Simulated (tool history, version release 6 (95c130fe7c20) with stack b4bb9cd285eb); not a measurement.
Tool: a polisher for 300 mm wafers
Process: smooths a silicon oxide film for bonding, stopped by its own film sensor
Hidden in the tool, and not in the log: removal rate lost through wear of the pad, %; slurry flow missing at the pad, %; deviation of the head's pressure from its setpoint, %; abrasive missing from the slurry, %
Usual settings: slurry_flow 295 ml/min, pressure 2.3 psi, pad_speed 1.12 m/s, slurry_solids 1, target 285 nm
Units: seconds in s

run,hour,slurry_flow,pressure,pad_speed,slurry_solids,target,wafers since the last listed run,wafers polished on this pad,hours since the slurry nozzle was cleaned,hours since the head pressure was calibrated,hours since the slurry blender was calibrated,"incoming thickness of the incoming film, nm",seconds
1,0,295,2.3,1.12,1,285,0,178,157.7,488.2,30.1,347.4,65.2
2,8.4,295,2.3,1.12,1,285,60,239,166.1,496.6,38.5,344.1,61.7
3,59.1,295,2.3,1.12,1,285,367,606,216.8,547.3,89.2,350.5,67.7
4,65.3,295,2.3,1.12,1,285,44,651,223,553.5,95.4,355.4,73.9
5,82.6,295,2.3,1.42,1,285,125,777,240.3,570.8,112.7,349,54.7
6,98.1,390,2.3,1.5,1,300,112,889,255.8,586.3,128.2,348.2,40
7,114.8,340,2.7,0.78,1,303,120,1010,272.5,603,144.9,352,53.9
# hour 123.3: worn pad replaced by a new one
8,123.8,295,2.3,1.12,1,285,36,3,281.5,612,153.9,352.7,70.7
9,134.7,295,2.3,1.12,1.15,285,78,82,292.4,622.9,164.8,351.1,66.2
10,144.4,295,2.6,1.12,1,285,70,152,302.1,632.6,174.5,356.3,64.8
11,161.7,295,2.3,1.12,1,285,125,278,319.4,649.9,191.8,351.5,68.2
12,171.2,295,1.6,1.12,1,285,68,346,328.9,659.4,201.3,351.9,101.3
13,187.2,215,2.3,0.76,1.15,285,115,462,344.9,675.4,217.3,351,88.4
14,193.8,295,2.6,1.12,1,285,47,510,351.5,682,223.9,348.4,58.1
15,210.7,295,2.3,1.12,1,285,122,632,368.4,698.9,240.8,349.2,69.1
16,223.7,295,2.3,1.12,1,285,94,727,381.4,711.9,253.8,348.6,67.9
# hour 228: slurry nozzle cleaned
# hour 228.1: head pressure recalibrated
# hour 252.6: worn pad replaced by a new one
17,272.5,295,2.3,0.96,1.25,285,316,144,44.5,44.4,302.6,345.8,61.5
18,283.4,295,2.3,1.12,1,285,78,223,55.4,55.3,313.5,355.9,68.9
19,295.7,295,2.3,1.12,1,285,89,312,67.7,67.6,325.8,350.4,68
20,312.2,335,2.3,1.46,0.85,294,119,431,84.2,84.1,342.3,351.4,50.3
21,319.7,250,2.8,1.12,1,294,54,486,91.7,91.6,349.8,348.8,46.7
22,329.4,355,2.3,1.12,0.8,285,70,556,101.4,101.3,359.5,350.5,72.4
23,343.8,400,1.6,1.12,0.8,285,104,660,115.8,115.7,373.9,352,105.8
24,379.2,295,2.3,1.12,1,285,256,917,151.2,151.1,409.3,351.4,65.9

The next listed run, before its measurement:
25,389.4,355,2.3,1.36,0.75,285,73,990,161.4,161.3,419.5,351.4,?

{"run 25": {"seconds": 65.6}}
Without the tool's hidden state the same run would have given seconds 64.7 s.
